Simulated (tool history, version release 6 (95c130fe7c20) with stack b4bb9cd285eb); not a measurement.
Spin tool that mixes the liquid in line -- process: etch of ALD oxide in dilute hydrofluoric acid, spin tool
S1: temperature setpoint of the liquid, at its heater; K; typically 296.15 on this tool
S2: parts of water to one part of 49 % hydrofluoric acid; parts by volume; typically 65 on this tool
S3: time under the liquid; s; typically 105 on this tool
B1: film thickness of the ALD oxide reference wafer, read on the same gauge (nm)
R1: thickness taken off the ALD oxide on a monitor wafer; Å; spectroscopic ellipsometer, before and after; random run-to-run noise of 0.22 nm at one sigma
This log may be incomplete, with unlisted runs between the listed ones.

| run | hour | S1 | S2 | S3 | B1 | R1 |
|---|---|---|---|---|---|---|
| 1 | 0 | 296.15 | 65 | 105 | 110 | 617.5 |
| 2 | 37.6 | 296.15 | 65 | 105 | 110.03 | 622.4 |
| 3 | 49.6 | 296.15 | 65 | 105 | 110.02 | 621.3 |
| 4 | 66 | 296.15 | 65 | 105 | 110 | 623.5 |
| 5 | 77.7 | 296.15 | 65 | 105 | 109.98 | 623.4 |
| 6 | 95.4 | 296.15 | 65 | 105 | 110.03 | 620.9 |
| 7 | 105.2 | 296.15 | 65 | 105 | 110.01 | 621.2 |
| 8 | 112.3 | 296.15 | 65 | 105 | 109.98 | 623.3 |
| 9 | 122.6 | 297.65 | 65 | 105 | 110.01 | 661.3 |
| 10 | 130.8 | 297.65 | 65 | 105 | 109.98 | 666.4 |
| 11 | 137.1 | 296.15 | 65 | 105 | 109.99 | 622.8 |
| 12 | 147.3 | 296.15 | 65 | 105 | 110.02 | 628.6 |
|  | 165.4 | gauge calibrated |
| 13 | 190 | 296.15 | 65 | 105 | 109.98 | 627.5 |
| 14 | 203.9 | 296.15 | 65 | 105 | 109.96 | 630.1 |
| 15 | 210.7 | 296.15 | 65 | 105 | 109.98 | 624.2 |
| 16 | 221.6 | 291.15 | 50 | 80 | 110.05 | 514.4 |
| 17 | 238.2 | 299.15 | 50 | 85 | 109.98 | 765.7 |
| 18 | 246.4 | 296.15 | 75 | 105 | 109.98 | 539.7 |
| 19 | 252.9 | 293.65 | 85 | 140 | 110.01 | 569.2 |
|  | 260.8 | thermometer replaced |
| 20 | 264.6 | 294.15 | 65 | 85 | 110.02 | 431 |
| 21 | 276.1 | 294.65 | 50 | 45 | 109.97 | 307.9 |
| 22 | 289.5 | 296.15 | 65 | 105 | 109.99 | 575.1 |
| 23 | 305.7 | 299.65 | 85 | 165 | 110 | 781.7 |
|  | 311.8 | hydrofluoric acid flow meter replaced |
| 24 | 323.5 | 296.15 | 65 | 105 | 109.96 | 544.2 |
| 25 | 338 | 296.15 | 40 | 105 | 109.96 | 908.1 |
| 26 | 347.2 | 296.15 | 55 | 160 | 109.99 | 997 |
| 27 | 364.6 | 296.15 | 65 | 105 | 110.02 | 547.4 |
| 28 | 372.3 | 296.15 | 35 | 85 | 110 | 849.4 |
| 29 | 386.7 | 300.65 | 65 | 170 | 109.98 | 1062.9 |
| 30 | 426.5 | 294.15 | 45 | 70 | 110 | 500.8 |
| 31 | 439.1 | 296.15 | 65 | 40 | 110.01 | 208.7 |
| 32 | 456.3 | 291.65 | 35 | 105 | 109.99 | 884.2 |
| 33 | 465.2 | 299.65 | 65 | 135 | 109.99 | 814.1 |

Forecast each of these 5 alternatives for the next run:
| A | 465.6 | 296.15 | 65 | 130 | ? | ? |
| B | 465.6 | 300.15 | 65 | 45 | ? | ? |
| C | 465.6 | 296.15 | 65 | 55 | ? | ? |
| D | 465.6 | 294.15 | 65 | 155 | ? | ? |
| E | 465.6 | 291.15 | 75 | 85 | ? | ? |

| run | B1 | R1 |
|---|---|---|
| A | 109.98 | 679.2 |
| B | 109.98 | 276.1 |
| C | 109.98 | 287.3 |
| D | 109.98 | 745.7 |
| E | 109.98 | 308.9 |
With the hidden condition removed and each run's random variation left untouched, the same runs would have given:
| run | R1 |
|---|---|
| A | 658.6 |
| B | 267.9 |
| C | 278.6 |
| D | 722.9 |
| E | 299.4 |

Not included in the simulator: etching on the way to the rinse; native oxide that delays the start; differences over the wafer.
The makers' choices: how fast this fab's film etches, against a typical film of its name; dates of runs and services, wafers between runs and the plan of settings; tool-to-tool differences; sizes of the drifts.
